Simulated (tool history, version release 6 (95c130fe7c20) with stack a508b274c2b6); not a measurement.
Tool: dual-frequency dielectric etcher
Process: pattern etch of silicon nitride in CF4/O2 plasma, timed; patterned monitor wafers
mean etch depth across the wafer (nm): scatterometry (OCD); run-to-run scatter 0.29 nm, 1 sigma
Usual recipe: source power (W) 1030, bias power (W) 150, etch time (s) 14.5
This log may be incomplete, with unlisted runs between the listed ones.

run	hour	source power (W)	bias power (W)	etch time (s)	wafers since the last listed run	hours since the last wet clean	hours since the last source power generator calibration	hours since the last bias power generator calibration	hours since the last upper electrode change	hours since the gauge calibration	read-back reference wafer on the same gauge, depth_nm	mean etch depth across the wafer (nm)
1	0	1030	150	14.5	0	88.3	2509.2	1484.7	1363.4	1731.8	59.7	58.2
2	59.1	1030	150	12	771	147.4	2568.3	1543.8	1422.5	1790.9	59.7	47.8
3	150.3	1030	150	14.5	1189	238.6	2659.5	1635	1513.7	1882.1	59.7	57.5
# hour 227.8: bias power generator calibrated
4	240.9	1030	150	14.5	1129	329.2	2750.1	13.1	1604.3	1972.7	59.7	57.4
5	341.7	1030	150	14.5	1315	430	2850.9	113.9	1705.1	2073.5	59.7	56.6
6	435.2	1030	150	14.5	1219	523.5	2944.4	207.4	1798.6	2167	59.7	56.4
7	497.8	1030	121	14.5	816	586.1	3007	270	1861.2	2229.6	59.7	51.5
# hour 574.4: wet clean of the chamber
8	584.9	880	127	12.5	823	10.5	3094.1	357.1	1948.3	2316.7	59.7	40.7
# hour 661.7: gauge calibrated
9	678	790	150	11	1214	103.6	3187.2	450.2	2041.4	16.3	59.7	34.2
10	766.5	1030	150	14.5	1154	192.1	3275.7	538.7	2129.9	104.8	59.7	57.4
11	835.7	810	150	16	902	261.3	3344.9	607.9	2199.1	174	59.7	51.3
12	899.6	1030	183	14.5	833	325.2	3408.8	671.8	2263	237.9	59.7	61.1
13	982.3	830	164	17	1079	407.9	3491.5	754.5	2345.7	320.6	59.7	56.6
14	1084.6	790	140	11.5	1334	510.2	3593.8	856.8	2448	422.9	59.8	34.5
# hour 1256.4: upper electrode replaced
15	1268.2	870	150	18.5	2082	693.8	3777.4	1040.4	11.8	606.5	59.7	60.9
16	1335.1	1030	150	14.5	872	760.7	3844.3	1107.3	78.7	673.4	59.6	54.8
# hour 1362.6: wet clean of the chamber
17	1380.8	960	182	15.5	283	18.2	3890	1153	124.4	719.1	59.7	62.4
# hour 1398.3: source power generator calibrated
18	1460.4	1170	186	14.5	986	97.8	62.1	1232.6	204	798.7	59.7	66.7
19	1539.9	1030	179	14.5	1037	177.3	141.6	1312.1	283.5	878.2	59.7	58.7
20	1616.8	1030	181	11	1003	254.2	218.5	1389	360.4	955.1	59.7	44.3
21	1696.9	920	130	14.5	1045	334.3	298.6	1469.1	440.5	1035.2	59.7	46.2
22	1749.2	1200	163	11	682	386.6	350.9	1521.4	492.8	1087.5	59.7	48.4
23	1809.4	790	150	14.5	785	446.8	411.1	1581.6	553	1147.7	59.6	42.5
24	1916.7	1030	150	14.5	1399	554.1	518.4	1688.9	660.3	1255	59.7	53.8
# hour 1956.5: bias power generator calibrated
25	1975.5	920	122	11	715	612.9	577.2	19	719.1	1313.8	59.7	33.4
# hour 2017.7: wet clean of the chamber
26	2054.4	1030	150	14.5	716	36.7	656.1	97.9	798	1392.7	59.8	55.4
27	2108.6	1220	183	16.5	707	90.9	710.3	152.1	852.2	1446.9	59.7	79.3
28	2215.7	1030	150	18	1397	198	817.4	259.2	959.3	1554	59.7	68.3
29	2495.3	1030	150	11.5	3648	477.6	1097	538.8	1238.9	1833.6	59.7	43

What if the next run were any one of these 4? Each begins from the tool's condition after run 29:
A	2495.7	1030	150	14.5	5	478	1097.4	539.2	1239.3	1834	?	?
B	2495.7	930	150	16.5	5	478	1097.4	539.2	1239.3	1834	?	?
C	2495.7	820	164	17	5	478	1097.4	539.2	1239.3	1834	?	?
D	2495.7	1030	137	14.5	5	478	1097.4	539.2	1239.3	1834	?	?

run	read-back reference wafer on the same gauge, depth_nm	mean etch depth across the wafer (nm)
A	59.7	54.4
B	59.7	56.6
C	59.7	54.1
D	59.7	52.5
Without the tool's unlogged condition, the same runs would have read:
run	mean etch depth across the wafer (nm)
A	55.8
B	58
C	55.5
D	53.8
